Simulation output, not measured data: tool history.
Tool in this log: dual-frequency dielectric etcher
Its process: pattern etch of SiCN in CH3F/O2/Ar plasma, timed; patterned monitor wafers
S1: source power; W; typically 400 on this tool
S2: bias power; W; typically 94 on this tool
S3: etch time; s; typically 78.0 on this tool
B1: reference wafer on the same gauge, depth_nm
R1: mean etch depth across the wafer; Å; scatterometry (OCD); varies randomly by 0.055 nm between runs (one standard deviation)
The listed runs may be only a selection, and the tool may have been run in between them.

| run | hour | S1 | S2 | S3 | B1 | R1 |
|---|---|---|---|---|---|---|
| 1 | 0.0 | 370 | 94 | 78.0 | 30.90 | 355.9 |
| 2 | 15.9 | 370 | 94 | 78.0 | 30.90 | 355.4 |
| 3 | 41.5 | 400 | 94 | 78.0 | 30.89 | 366.2 |
| 4 | 74.2 | 400 | 94 | 78.0 | 30.89 | 366.5 |
| 5 | 104.3 | 400 | 94 | 78.0 | 30.89 | 365.8 |
| 6 | 120.0 | 400 | 94 | 78.0 | 30.89 | 365.0 |
| 7 | 140.2 | 480 | 94 | 78.0 | 30.91 | 393.2 |
| 8 | 166.5 | 480 | 94 | 78.0 | 30.90 | 392.5 |
| 9 | 197.6 | 400 | 102 | 89.0 | 30.91 | 431.5 |
| 10 | 230.7 | 350 | 101 | 78.0 | 30.89 | 355.5 |
|  | 239.8 | source power generator calibrated |
|  | 273.2 | upper electrode replaced |
|  | 277.7 | gauge calibrated |
|  | 278.6 | wet clean of the chamber |
| 11 | 279.1 | 340 | 94 | 58.5 | 30.90 | 258.6 |
| 12 | 287.2 | 400 | 94 | 78.0 | 30.90 | 367.3 |
| 13 | 305.8 | 440 | 102 | 91.0 | 30.90 | 461.3 |
|  | 348.0 | bias power generator calibrated |
| 14 | 397.4 | 400 | 106 | 60.5 | 30.90 | 299.5 |
| 15 | 445.3 | 430 | 83 | 72.0 | 30.90 | 330.4 |
| 16 | 468.8 | 400 | 94 | 78.0 | 30.90 | 366.8 |
| 17 | 486.0 | 450 | 110 | 78.0 | 30.89 | 409.2 |

List, for all runs, the conditions of the tool that the log does not record:
source power that arrives over what is set, %: 0, the same for each run
bias power that arrives over what is set, %: 0, the same for each run
gauge reads high (%): 0, the same for each run
H1: etch rate over this chamber's usual, %
| run | H1 |
|---|---|
| 1 | -0.221 |
| 2 | -0.263 |
| 3 | -0.331 |
| 4 | -0.417 |
| 5 | -0.497 |
| 6 | -0.539 |
| 7 | -0.592 |
| 8 | -0.662 |
| 9 | -0.744 |
| 10 | -0.832 |
| 11 | 0.00821 |
| 12 | -0.0133 |
| 13 | -0.0625 |
| 14 | -0.305 |
| 15 | -0.432 |
| 16 | -0.494 |
| 17 | -0.54 |

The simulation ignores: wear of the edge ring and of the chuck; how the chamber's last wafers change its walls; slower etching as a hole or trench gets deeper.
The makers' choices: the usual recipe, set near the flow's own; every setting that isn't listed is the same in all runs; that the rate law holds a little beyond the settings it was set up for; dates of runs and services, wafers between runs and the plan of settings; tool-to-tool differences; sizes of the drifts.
